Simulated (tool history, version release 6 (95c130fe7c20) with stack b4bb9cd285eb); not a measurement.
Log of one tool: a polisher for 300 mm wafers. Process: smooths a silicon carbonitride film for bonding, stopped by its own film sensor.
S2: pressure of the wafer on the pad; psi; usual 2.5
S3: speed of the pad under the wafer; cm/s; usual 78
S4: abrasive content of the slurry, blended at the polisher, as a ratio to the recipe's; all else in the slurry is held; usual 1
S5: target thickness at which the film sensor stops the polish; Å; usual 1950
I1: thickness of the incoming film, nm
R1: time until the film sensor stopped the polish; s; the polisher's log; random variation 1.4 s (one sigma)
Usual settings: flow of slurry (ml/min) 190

Run 1, day 0: usual settings but S3 88 cm/s; I1 230.4. Result: R1 124.4 s.
Run 2, day 0.762: usual settings; I1 227. Result: R1 123.1 s.
At day 1.492: worn pad replaced by a new one.
Run 3, day 1.996: usual settings; I1 231.9. Result: R1 139.2 s.
Run 4, day 3.312: usual settings; I1 231.8. Result: R1 139.1 s.
Run 5, day 3.967: usual settings; I1 230.8. Result: R1 135.2 s.
Run 6, day 4.904: usual settings but flow of slurry (ml/min) 240; I1 228.9. Result: R1 125.4 s.
Run 7, day 5.858: usual settings but flow of slurry (ml/min) 240; I1 230.6. Result: R1 133.7 s.
At day 6.721: slurry blender recalibrated.
Run 8, day 6.742: usual settings but S2 2.2 psi; I1 227.9. Result: R1 144.5 s.
Run 9, day 7.992: usual settings but S4 0.85; I1 227.7. Result: R1 136 s.
Run 10, day 9.421: usual settings but S4 0.85; I1 234.2. Result: R1 161.4 s.
Run 11, day 10.192: usual settings; I1 231.3. Result: R1 137.3 s.
Run 12, day 11.271: usual settings; I1 229. Result: R1 128.1 s.
At day 11.483: worn pad replaced by a new one.
Run 13, day 12.642: usual settings but S2 1.9 psi, S3 56 cm/s, S4 0.9; I1 226. Result: R1 204.8 s.
Run 14, day 14.467: usual settings but S4 1.3; I1 229.5. Result: R1 114 s.
Run 15, day 15.292: usual settings but S2 3.1 psi, S3 90 cm/s, S4 1.1, S5 2040 Å; I1 230.5. Result: R1 70.9 s.
At day 16.167: head pressure recalibrated.
At day 18.354: slurry blender recalibrated.
Run 16, day 19.1: usual settings but flow of slurry (ml/min) 140; I1 229.3. Result: R1 136.8 s.
Run 17, day 20.392: usual settings but S2 3.3 psi, S3 96 cm/s; I1 227.3. Result: R1 80.9 s.
At day 21.304: worn pad replaced by a new one.
At day 23.042: slurry nozzle cleaned.
Run 18, day 23.546: usual settings but S2 3.2 psi; I1 230.2. Result: R1 102.9 s.
Run 19, day 24.8: usual settings; I1 227.7. Result: R1 123.6 s.
Run 20, day 27.804: usual settings but S2 1.9 psi, S3 56 cm/s, S4 0.9; I1 228. Result: R1 214.1 s.
Run 21, day 28.679: usual settings; I1 225.1. Result: R1 114.4 s.
At day 29.929: slurry blender recalibrated.
Run 22, day 30.004: usual settings but S3 58 cm/s; I1 228.8. Result: R1 151.4 s.
Run 23, day 30.754: usual settings but flow of slurry (ml/min) 205, S2 3.2 psi, S4 0.9, S5 1980 Å; I1 228.3. Result: R1 93.6 s.
At day 31.525: worn pad replaced by a new one.
Run 24, day 31.979: usual settings but S2 1.9 psi, S3 56 cm/s, S4 0.9; I1 230. Result: R1 227.6 s.
Run 25, day 33.388: usual settings but S3 92 cm/s; I1 233.9. Result: R1 130.3 s.
Run 26, day 34.638: usual settings but S4 0.85; I1 232.3. Result: R1 152.8 s.
Run 27, day 35.467: usual settings but flow of slurry (ml/min) 150, S2 1.9 psi, S4 1.25, S5 1990 Å; I1 230.1. Result: R1 143.9 s.
Run 28, day 36.462: usual settings but S3 62 cm/s, S4 1.15; I1 225.2. Result: R1 122.8 s.
Run 29, day 37.275: usual settings; I1 233. Result: R1 142.7 s.

5 ways to go on from here, each from the tool as it stands after run 29. What would each give?
Run A, day 37.296: usual settings; I1 231.7. Result: R1 ?.
Run B, day 37.296: usual settings but S3 70 cm/s; I1 231.7. Result: R1 ?.
Run C, day 37.296: usual settings but S3 52 cm/s; I1 231.7. Result: R1 ?.
Run D, day 37.296: usual settings but flow of slurry (ml/min) 150, S3 96 cm/s, S4 1.2; I1 231.7. Result: R1 ?.
Run E, day 37.296: usual settings but S4 0.8; I1 231.7. Result: R1 ?.

run     R1
  A  136.3
  B  145.7
  C  173.4
  D    114
  E  154.6
Without the tool's hidden state the same runs would have given:
run     R1
  A  136.3
  B  145.7
  C  173.4
  D    114
  E  154.6
